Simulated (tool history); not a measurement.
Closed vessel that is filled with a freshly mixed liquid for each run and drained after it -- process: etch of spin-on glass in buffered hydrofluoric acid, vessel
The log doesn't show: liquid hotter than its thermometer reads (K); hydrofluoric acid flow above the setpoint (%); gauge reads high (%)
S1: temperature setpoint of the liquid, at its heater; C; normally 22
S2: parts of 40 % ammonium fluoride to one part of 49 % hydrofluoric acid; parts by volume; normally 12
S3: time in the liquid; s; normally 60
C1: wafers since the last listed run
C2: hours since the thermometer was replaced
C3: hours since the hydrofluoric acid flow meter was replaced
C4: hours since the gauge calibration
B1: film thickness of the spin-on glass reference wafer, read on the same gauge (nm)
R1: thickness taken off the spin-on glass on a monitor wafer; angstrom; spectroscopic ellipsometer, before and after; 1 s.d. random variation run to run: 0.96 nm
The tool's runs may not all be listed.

run   hour    S1    S2  S3    C1      C2     C3     C4     B1      R1
  1      0    22    12  60     0  2016.5  464.5  122.2  69.99  1540.2
  2   11.1    22    12  60  1254  2027.6  475.6  133.3     70  1548.8
  3   25.2  24.5    12  45  1594  2041.7  489.7  147.4  70.02  1340.5
  4   36.5    22    12  60  1277    2053    501  158.7  69.98  1551.3
      40.8  -- gauge calibrated
  5   53.1    22    12  60  1876  2069.6  517.6   12.3  70.01  1579.7
  6   67.2    22    12  60  1594  2083.7  531.7   26.4     70  1569.7
  7  100.6    25    12  35  3775  2117.1  565.1   59.8  69.98  1072.4
  8  112.9    25    12  35  1390  2129.4  577.4   72.1     70    1094
  9    127    25    12  35  1594  2143.5  591.5   86.2  70.02  1098.4
 10  143.8    22    12  60  1899  2160.3  608.3    103  70.01  1583.2
 11  154.3  26.5  14.5  40  1187  2170.8  618.8  113.5  70.02  1132.8
     162.2  -- hydrofluoric acid flow meter replaced
 12  171.4  17.5    12  45  1820  2187.9    9.2  130.6  70.01   849.5
     174.4  -- thermometer replaced
 13  184.3    22    12  60  1345     9.9   22.1  143.5  70.02  1434.8
 14  200.1    22  14.5  60  1786    25.7   37.9  159.3     70  1203.3
     215.6  -- gauge calibrated
 15  217.6    22    12  60  1978    43.2   55.4      2     70    1458

What will run 16 give?
 16  233.6  20.5  10.5  90  1808  59.2  71.4  18   ?   ?

Run 16 came out at B1 70.03, R1 2280.4 angstrom.
Without the tool's hidden state the same run would have given R1 2218.6 angstrom.
